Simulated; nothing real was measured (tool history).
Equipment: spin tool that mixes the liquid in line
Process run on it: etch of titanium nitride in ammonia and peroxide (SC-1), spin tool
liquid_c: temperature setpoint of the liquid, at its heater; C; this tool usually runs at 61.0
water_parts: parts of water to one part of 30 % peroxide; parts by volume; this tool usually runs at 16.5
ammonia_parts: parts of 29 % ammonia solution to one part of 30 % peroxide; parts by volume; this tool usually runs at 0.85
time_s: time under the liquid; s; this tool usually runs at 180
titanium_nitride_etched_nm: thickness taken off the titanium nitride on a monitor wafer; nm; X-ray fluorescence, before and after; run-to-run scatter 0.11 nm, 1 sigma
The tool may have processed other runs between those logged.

run	day	liquid_c	water_parts	ammonia_parts	time_s	read-back film thickness of the titanium nitride reference wafer, read on the same gauge (nm)	titanium_nitride_etched_nm
1	0.000	68.0	16.5	0.85	180	50.02	25.56
2	0.250	68.0	16.5	0.85	180	50.01	25.55
3	0.521	61.0	16.5	0.85	180	49.98	16.57
4	1.379	61.0	16.5	0.85	180	50.05	16.57
5	3.146	61.0	16.5	0.85	180	49.97	16.62
6	3.421	61.0	16.5	0.85	180	50.01	16.41
7	3.850	61.0	16.5	0.85	180	50.05	16.44
8	4.454	61.0	16.5	0.85	180	50.00	16.55
9	4.767	61.0	16.5	0.85	180	50.04	16.61
10	5.354	61.0	16.5	0.85	180	50.00	16.42
# day 5.462: thermometer replaced
# day 5.492: ammonia flow meter replaced
11	5.662	61.0	16.5	0.85	180	49.99	14.14
12	6.083	61.0	16.5	0.95	180	50.01	14.32
13	6.733	61.0	21.0	1.05	230	49.97	16.51
# day 7.162: gauge calibrated
14	7.433	61.0	16.5	0.85	145	50.00	11.39
# day 7.529: new drum of ammonia solution connected
15	7.788	61.0	12.0	0.85	180	50.01	16.91
16	8.067	61.0	16.5	0.95	180	50.01	14.47
# day 8.392: heated supply line repaired
17	9.629	57.0	10.0	0.55	180	49.97	15.00
18	10.196	61.0	16.5	0.85	180	50.02	16.39
19	10.808	61.0	16.5	0.75	85	50.00	7.47
20	11.408	52.5	16.5	0.75	180	50.00	9.07
21	11.833	61.0	16.5	0.45	80	50.00	6.41
22	12.454	61.0	16.5	0.95	180	49.98	16.55
23	12.775	68.0	16.5	0.85	180	50.03	25.28
24	13.371	61.0	16.5	0.85	180	50.03	16.27
25	14.104	51.0	20.0	0.85	180	50.01	7.49

Forecast each of these 3 alternatives for the next run:
A	14.125	61.0	16.5	0.85	150	?	?
B	14.125	68.5	13.5	0.50	105	?	?
C	14.125	67.0	16.5	0.85	115	?	?

run	read-back film thickness of the titanium nitride reference wafer, read on the same gauge (nm)	titanium_nitride_etched_nm
A	50.00	13.66
B	50.00	15.64
C	50.00	15.37
Without the tool's hidden state the same runs would have given:
run	titanium_nitride_etched_nm
A	13.36
B	15.30
C	15.03
